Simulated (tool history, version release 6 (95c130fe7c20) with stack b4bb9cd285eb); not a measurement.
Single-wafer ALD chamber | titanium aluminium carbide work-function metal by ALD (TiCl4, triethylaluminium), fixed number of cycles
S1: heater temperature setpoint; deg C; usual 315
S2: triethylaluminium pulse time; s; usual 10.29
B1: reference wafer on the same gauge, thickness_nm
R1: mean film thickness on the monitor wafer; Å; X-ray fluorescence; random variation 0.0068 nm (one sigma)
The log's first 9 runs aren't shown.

run 10 hour=839.2 | S1=315 S2=10.29 | B1=2.331 | R1=20.72
-- hour=913.6 thermocouple changed; heater temperature recalibrated
run 11 hour=934.3 | S1=318 S2=8.72 | B1=2.332 | R1=20.26
run 12 hour=1012.9 | S1=318 S2=8.72 | B1=2.331 | R1=20.37
run 13 hour=1084.9 | S1=318 S2=8.95 | B1=2.329 | R1=20.60
run 14 hour=1141.5 | S1=318 S2=8.95 | B1=2.331 | R1=20.60
run 15 hour=1193.9 | S1=315 S2=12.51 | B1=2.328 | R1=20.95
run 16 hour=1274.1 | S1=315 S2=10.29 | B1=2.334 | R1=20.61
run 17 hour=1315.8 | S1=315 S2=10.29 | B1=2.329 | R1=20.69
-- hour=1351.3 triethylaluminium bottle replaced
-- hour=1389.8 showerhead replaced
run 18 hour=1392.9 | S1=315 S2=12.13 | B1=2.332 | R1=20.94
run 19 hour=1495.3 | S1=302 S2=8.60 | B1=2.333 | R1=19.21
run 20 hour=1556.5 | S1=301 S2=6.33 | B1=2.330 | R1=18.32
run 21 hour=1607.6 | S1=315 S2=11.32 | B1=2.332 | R1=21.01
run 22 hour=1645.0 | S1=315 S2=10.29 | B1=2.328 | R1=20.92
run 23 hour=1709.2 | S1=329 S2=11.54 | B1=2.330 | R1=22.37
run 24 hour=1754.7 | S1=310 S2=11.44 | B1=2.329 | R1=20.54
-- hour=1784.3 thermocouple changed; heater temperature recalibrated
run 25 hour=1793.3 | S1=315 S2=10.29 | B1=2.330 | R1=20.35
run 26 hour=1870.5 | S1=328 S2=8.71 | B1=2.328 | R1=21.20
run 27 hour=1967.5 | S1=315 S2=13.15 | B1=2.333 | R1=20.79
run 28 hour=2035.1 | S1=315 S2=10.29 | B1=2.332 | R1=20.41
run 29 hour=2137.2 | S1=319 S2=12.49 | B1=2.326 | R1=21.23
run 30 hour=2235.0 | S1=315 S2=10.29 | B1=2.329 | R1=20.59
-- hour=2238.7 gauge calibrated
run 31 hour=2276.4 | S1=327 S2=11.59 | B1=2.325 | R1=21.96
run 32 hour=2349.3 | S1=321 S2=8.61 | B1=2.332 | R1=20.91
run 33 hour=2445.3 | S1=321 S2=6.51 | B1=2.334 | R1=20.17

Forecast each of these 4 alternatives for the next run:
run A hour=2445.7 | S1=315 S2=10.29 | B1=? | R1=?
run B hour=2445.7 | S1=329 S2=13.09 | B1=? | R1=?
run C hour=2445.7 | S1=308 S2=10.29 | B1=? | R1=?
run D hour=2445.7 | S1=315 S2=7.96 | B1=? | R1=?

run=A B1=2.327 R1=20.77
run=B B1=2.327 R1=22.43
run=C B1=2.327 R1=20.12
run=D B1=2.327 R1=20.22
Without the tool's hidden state the same runs would have given:
run=A R1=20.32
run=B R1=21.97
run=C R1=19.68
run=D R1=19.78
